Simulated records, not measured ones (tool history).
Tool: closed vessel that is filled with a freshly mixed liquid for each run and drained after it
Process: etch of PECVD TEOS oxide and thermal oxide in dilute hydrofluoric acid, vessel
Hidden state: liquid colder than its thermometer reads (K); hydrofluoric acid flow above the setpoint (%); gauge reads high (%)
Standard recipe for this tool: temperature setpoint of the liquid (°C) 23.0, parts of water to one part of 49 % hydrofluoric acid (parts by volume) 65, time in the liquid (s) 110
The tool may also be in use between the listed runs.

| run | hour | temperature setpoint of the liquid (°C) | parts of water to one part of 49 % hydrofluoric acid (parts by volume) | time in the liquid (s) | wafers since the last listed run | hours since the thermometer was replaced | hours since the hydrofluoric acid flow meter was replaced | hours since the gauge calibration | read-back film thickness of the PECVD TEOS oxide reference wafer, read on the same gauge (nm) | read-back film thickness of the thermal oxide reference wafer, read on the same gauge (nm) | thickness taken off the PECVD TEOS oxide on a monitor wafer (nm) | thickness taken off the thermal oxide on a monitor wafer (nm) |
|---|---|---|---|---|---|---|---|---|---|---|---|---|
| 1 | 0.0 | 21.5 | 65 | 110 | 0 | 1933.3 | 1852.0 | 224.9 | 89.99 | 120.04 | 33.25 | 6.59 |
| 2 | 14.5 | 21.5 | 65 | 110 | 1122 | 1947.8 | 1866.5 | 239.4 | 90.04 | 120.04 | 33.24 | 6.60 |
| 3 | 47.0 | 21.5 | 65 | 110 | 2516 | 1980.3 | 1899.0 | 271.9 | 89.97 | 119.98 | 33.20 | 6.59 |
| 4 | 69.9 | 23.0 | 50 | 155 | 1773 | 2003.2 | 1921.9 | 294.8 | 90.00 | 120.02 | 66.01 | 13.07 |
| 5 | 88.3 | 23.0 | 50 | 155 | 1424 | 2021.6 | 1940.3 | 313.2 | 90.03 | 119.97 | 65.75 | 13.12 |
| 6 | 108.1 | 23.0 | 50 | 155 | 1533 | 2041.4 | 1960.1 | 333.0 | 90.02 | 120.03 | 65.69 | 13.04 |
| 7 | 128.4 | 25.0 | 65 | 85 | 1571 | 2061.7 | 1980.4 | 353.3 | 90.03 | 120.05 | 29.50 | 5.89 |
| 8 | 146.8 | 23.0 | 65 | 110 | 1424 | 2080.1 | 1998.8 | 371.7 | 90.01 | 120.02 | 34.96 | 7.04 |
| 9 | 160.6 | 23.0 | 65 | 110 | 1068 | 2093.9 | 2012.6 | 385.5 | 89.99 | 119.98 | 35.27 | 7.01 |
| 10 | 184.9 | 23.0 | 65 | 110 | 1881 | 2118.2 | 2036.9 | 409.8 | 90.04 | 120.05 | 35.05 | 6.98 |
| 11 | 202.8 | 23.0 | 65 | 110 | 1385 | 2136.1 | 2054.8 | 427.7 | 89.98 | 120.01 | 35.01 | 6.97 |
| 12 | 220.2 | 19.0 | 85 | 55 | 1347 | 2153.5 | 2072.2 | 445.1 | 90.01 | 120.00 | 11.05 | 2.21 |
| 13 | 247.9 | 24.5 | 50 | 45 | 2144 | 2181.2 | 2099.9 | 472.8 | 89.99 | 119.99 | 20.06 | 4.01 |
| 14 | 268.8 | 26.0 | 40 | 90 | 1618 | 2202.1 | 2120.8 | 493.7 | 89.98 | 119.98 | 54.32 | 10.83 |
|  | 285.1 | gauge calibrated |
| 15 | 294.0 | 23.0 | 65 | 110 | 1951 | 2227.3 | 2146.0 | 8.9 | 89.98 | 119.99 | 34.76 | 6.98 |
| 16 | 325.4 | 20.5 | 65 | 110 | 2431 | 2258.7 | 2177.4 | 40.3 | 90.00 | 120.04 | 31.44 | 6.26 |
| 17 | 340.6 | 28.0 | 80 | 80 | 1176 | 2273.9 | 2192.6 | 55.5 | 89.97 | 119.99 | 24.84 | 4.89 |
|  | 347.3 | thermometer replaced |
| 18 | 371.3 | 23.0 | 50 | 80 | 2299 | 24.0 | 2223.3 | 86.2 | 90.01 | 119.94 | 36.75 | 7.25 |
| 19 | 406.1 | 23.0 | 65 | 50 | 2694 | 58.8 | 2258.1 | 121.0 | 90.02 | 119.96 | 17.34 | 3.46 |
|  | 426.0 | hydrofluoric acid flow meter replaced |
| 20 | 439.0 | 23.0 | 65 | 110 | 2469 | 91.7 | 13.0 | 153.9 | 90.00 | 119.97 | 38.22 | 7.56 |
| 21 | 470.8 | 23.0 | 65 | 110 | 2462 | 123.5 | 44.8 | 185.7 | 89.97 | 120.05 | 37.74 | 7.58 |
| 22 | 500.9 | 23.0 | 65 | 110 | 2330 | 153.6 | 74.9 | 215.8 | 90.02 | 120.00 | 38.01 | 7.59 |
| 23 | 540.2 | 23.0 | 65 | 160 | 3042 | 192.9 | 114.2 | 255.1 | 90.02 | 119.96 | 54.87 | 10.98 |
| 24 | 590.4 | 23.0 | 80 | 170 | 3886 | 243.1 | 164.4 | 305.3 | 89.99 | 120.02 | 46.41 | 9.25 |
| 25 | 626.2 | 21.5 | 65 | 150 | 2771 | 278.9 | 200.2 | 341.1 | 90.01 | 119.98 | 47.99 | 9.50 |
| 26 | 646.8 | 23.0 | 65 | 110 | 1594 | 299.5 | 220.8 | 361.7 | 90.01 | 120.00 | 37.50 | 7.42 |

Branching from run 26: 4 alternative next runs. What would each branch give?
| A | 647.5 | 23.0 | 65 | 110 | 54 | 300.2 | 221.5 | 362.4 | ? | ? | ? | ? |
| B | 647.5 | 23.0 | 45 | 110 | 54 | 300.2 | 221.5 | 362.4 | ? | ? | ? | ? |
| C | 647.5 | 23.0 | 65 | 60 | 54 | 300.2 | 221.5 | 362.4 | ? | ? | ? | ? |
| D | 647.5 | 18.5 | 40 | 75 | 54 | 300.2 | 221.5 | 362.4 | ? | ? | ? | ? |

| run | read-back film thickness of the PECVD TEOS oxide reference wafer, read on the same gauge (nm) | read-back film thickness of the thermal oxide reference wafer, read on the same gauge (nm) | thickness taken off the PECVD TEOS oxide on a monitor wafer (nm) | thickness taken off the thermal oxide on a monitor wafer (nm) |
|---|---|---|---|---|
| A | 90.00 | 120.00 | 37.60 | 7.57 |
| B | 90.00 | 120.00 | 55.71 | 11.21 |
| C | 90.00 | 120.00 | 20.51 | 4.13 |
| D | 90.00 | 120.00 | 35.49 | 7.14 |
Stripped of hidden state, with their random variation kept, the same runs would have yielded:
| run | thickness taken off the PECVD TEOS oxide on a monitor wafer (nm) | thickness taken off the thermal oxide on a monitor wafer (nm) |
|---|---|---|
| A | 38.45 | 7.74 |
| B | 56.98 | 11.47 |
| C | 20.97 | 4.22 |
| D | 36.33 | 7.31 |

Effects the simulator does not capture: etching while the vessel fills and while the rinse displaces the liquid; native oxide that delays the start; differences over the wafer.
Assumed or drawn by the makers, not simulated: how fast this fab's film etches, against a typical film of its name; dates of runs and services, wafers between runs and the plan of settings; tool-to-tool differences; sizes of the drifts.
